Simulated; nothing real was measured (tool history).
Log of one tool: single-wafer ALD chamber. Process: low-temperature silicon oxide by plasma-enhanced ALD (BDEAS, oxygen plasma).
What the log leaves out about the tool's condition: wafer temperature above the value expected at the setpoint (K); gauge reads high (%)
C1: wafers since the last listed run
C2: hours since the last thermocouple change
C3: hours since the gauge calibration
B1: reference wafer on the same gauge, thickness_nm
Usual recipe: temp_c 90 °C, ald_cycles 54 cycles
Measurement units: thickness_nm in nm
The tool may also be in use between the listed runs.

{"run": 1, "hour": 0.0, "temp_c": 90, "ald_cycles": 54, "C1": 0, "C2": 356.7, "C3": 854.9, "B1": 8.057, "thickness_nm": 7.282}
{"run": 2, "hour": 48.6, "temp_c": 90, "ald_cycles": 54, "C1": 375, "C2": 405.3, "C3": 903.5, "B1": 8.043, "thickness_nm": 7.289}
{"run": 3, "hour": 125.4, "temp_c": 90, "ald_cycles": 54, "C1": 594, "C2": 482.1, "C3": 980.3, "B1": 8.046, "thickness_nm": 7.306}
{"run": 4, "hour": 164.7, "temp_c": 90, "ald_cycles": 54, "C1": 304, "C2": 521.4, "C3": 1019.6, "B1": 8.049, "thickness_nm": 7.26}
{"run": 5, "hour": 395.3, "temp_c": 94, "ald_cycles": 47, "C1": 1783, "C2": 752.0, "C3": 1250.2, "B1": 8.049, "thickness_nm": 6.312}
{"run": 6, "hour": 459.6, "temp_c": 90, "ald_cycles": 54, "C1": 497, "C2": 816.3, "C3": 1314.5, "B1": 8.047, "thickness_nm": 7.347}
{"run": 7, "hour": 562.4, "temp_c": 90, "ald_cycles": 51, "C1": 795, "C2": 919.1, "C3": 1417.3, "B1": 8.051, "thickness_nm": 6.945}
{"run": 8, "hour": 628.5, "temp_c": 90, "ald_cycles": 51, "C1": 511, "C2": 985.2, "C3": 1483.4, "B1": 8.04, "thickness_nm": 6.95}
{"run": 9, "hour": 724.6, "temp_c": 90, "ald_cycles": 59, "C1": 743, "C2": 1081.3, "C3": 1579.5, "B1": 8.044, "thickness_nm": 8.027}
{"hour": 761.4, "done": "thermocouple changed; heater temperature recalibrated"}
{"run": 10, "hour": 763.4, "temp_c": 79, "ald_cycles": 54, "C1": 238, "C2": 2.0, "C3": 1618.3, "B1": 8.053, "thickness_nm": 7.446}
{"run": 11, "hour": 867.7, "temp_c": 79, "ald_cycles": 54, "C1": 806, "C2": 106.3, "C3": 1722.6, "B1": 8.06, "thickness_nm": 7.469}
{"run": 12, "hour": 964.3, "temp_c": 84, "ald_cycles": 49, "C1": 747, "C2": 202.9, "C3": 1819.2, "B1": 8.046, "thickness_nm": 6.707}
{"run": 13, "hour": 1047.5, "temp_c": 84, "ald_cycles": 49, "C1": 643, "C2": 286.1, "C3": 1902.4, "B1": 8.043, "thickness_nm": 6.742}
{"run": 14, "hour": 1100.5, "temp_c": 90, "ald_cycles": 47, "C1": 410, "C2": 339.1, "C3": 1955.4, "B1": 8.061, "thickness_nm": 6.325}
{"run": 15, "hour": 1189.8, "temp_c": 90, "ald_cycles": 47, "C1": 690, "C2": 428.4, "C3": 2044.7, "B1": 8.046, "thickness_nm": 6.335}
{"run": 16, "hour": 1278.5, "temp_c": 98, "ald_cycles": 47, "C1": 686, "C2": 517.1, "C3": 2133.4, "B1": 8.034, "thickness_nm": 6.202}
{"run": 17, "hour": 1359.0, "temp_c": 98, "ald_cycles": 54, "C1": 622, "C2": 597.6, "C3": 2213.9, "B1": 8.051, "thickness_nm": 7.114}
{"run": 18, "hour": 1398.8, "temp_c": 94, "ald_cycles": 61, "C1": 307, "C2": 637.4, "C3": 2253.7, "B1": 8.045, "thickness_nm": 8.18}
{"run": 19, "hour": 1452.0, "temp_c": 75, "ald_cycles": 60, "C1": 411, "C2": 690.6, "C3": 2306.9, "B1": 8.044, "thickness_nm": 8.485}
{"run": 20, "hour": 1495.9, "temp_c": 90, "ald_cycles": 54, "C1": 339, "C2": 734.5, "C3": 2350.8, "B1": 8.051, "thickness_nm": 7.296}
{"run": 21, "hour": 1548.6, "temp_c": 99, "ald_cycles": 51, "C1": 407, "C2": 787.2, "C3": 2403.5, "B1": 8.053, "thickness_nm": 6.715}
{"run": 22, "hour": 1635.8, "temp_c": 90, "ald_cycles": 54, "C1": 674, "C2": 874.4, "C3": 2490.7, "B1": 8.041, "thickness_nm": 7.317}
{"hour": 1667.7, "done": "gauge calibrated"}
{"run": 23, "hour": 1725.6, "temp_c": 90, "ald_cycles": 54, "C1": 694, "C2": 964.2, "C3": 57.9, "B1": 8.049, "thickness_nm": 7.331}
{"run": 24, "hour": 1817.8, "temp_c": 76, "ald_cycles": 64, "C1": 713, "C2": 1056.4, "C3": 150.1, "B1": 8.052, "thickness_nm": 9.06}
{"run": 25, "hour": 1880.1, "temp_c": 96, "ald_cycles": 54, "C1": 481, "C2": 1118.7, "C3": 212.4, "B1": 8.053, "thickness_nm": 7.233}
{"hour": 1921.1, "done": "thermocouple changed; heater temperature recalibrated"}
{"run": 26, "hour": 1972.3, "temp_c": 78, "ald_cycles": 46, "C1": 651, "C2": 51.2, "C3": 304.6, "B1": 8.057, "thickness_nm": 6.393}
{"run": 27, "hour": 2077.8, "temp_c": 101, "ald_cycles": 54, "C1": 816, "C2": 156.7, "C3": 410.1, "B1": 8.044, "thickness_nm": 6.994}
{"run": 28, "hour": 2131.5, "temp_c": 96, "ald_cycles": 65, "C1": 415, "C2": 210.4, "C3": 463.8, "B1": 8.052, "thickness_nm": 8.539}
{"run": 29, "hour": 2236.2, "temp_c": 103, "ald_cycles": 62, "C1": 809, "C2": 315.1, "C3": 568.5, "B1": 8.046, "thickness_nm": 7.976}
{"run": 30, "hour": 2315.7, "temp_c": 90, "ald_cycles": 50, "C1": 615, "C2": 394.6, "C3": 648.0, "B1": 8.047, "thickness_nm": 6.727}
{"run": 31, "hour": 2411.6, "temp_c": 96, "ald_cycles": 57, "C1": 741, "C2": 490.5, "C3": 743.9, "B1": 8.042, "thickness_nm": 7.578}
{"run": 32, "hour": 2516.1, "temp_c": 90, "ald_cycles": 54, "C1": 808, "C2": 595.0, "C3": 848.4, "B1": 8.057, "thickness_nm": 7.343}

The tool's hidden state at each run:
gauge reads high (%): 0 on each run
H1: wafer temperature above the value expected at the setpoint (K)
run=1 H1=-3.83
run=2 H1=-4.12
run=3 H1=-4.52
run=4 H1=-4.7
run=5 H1=-5.43
run=6 H1=-5.56
run=7 H1=-5.74
run=8 H1=-5.83
run=9 H1=-5.94
run=10 H1=0.785
run=11 H1=-0.716
run=12 H1=-1.78
run=13 H1=-2.51
run=14 H1=-2.9
run=15 H1=-3.44
run=16 H1=-3.87
run=17 H1=-4.18
run=18 H1=-4.31
run=19 H1=-4.46
run=20 H1=-4.57
run=21 H1=-4.69
run=22 H1=-4.86
run=23 H1=-4.99
run=24 H1=-5.1
run=25 H1=-5.16
run=26 H1=-0.00739
run=27 H1=-1.34
run=28 H1=-1.89
run=29 H1=-2.76
run=30 H1=-3.28
run=31 H1=-3.78
run=32 H1=-4.2
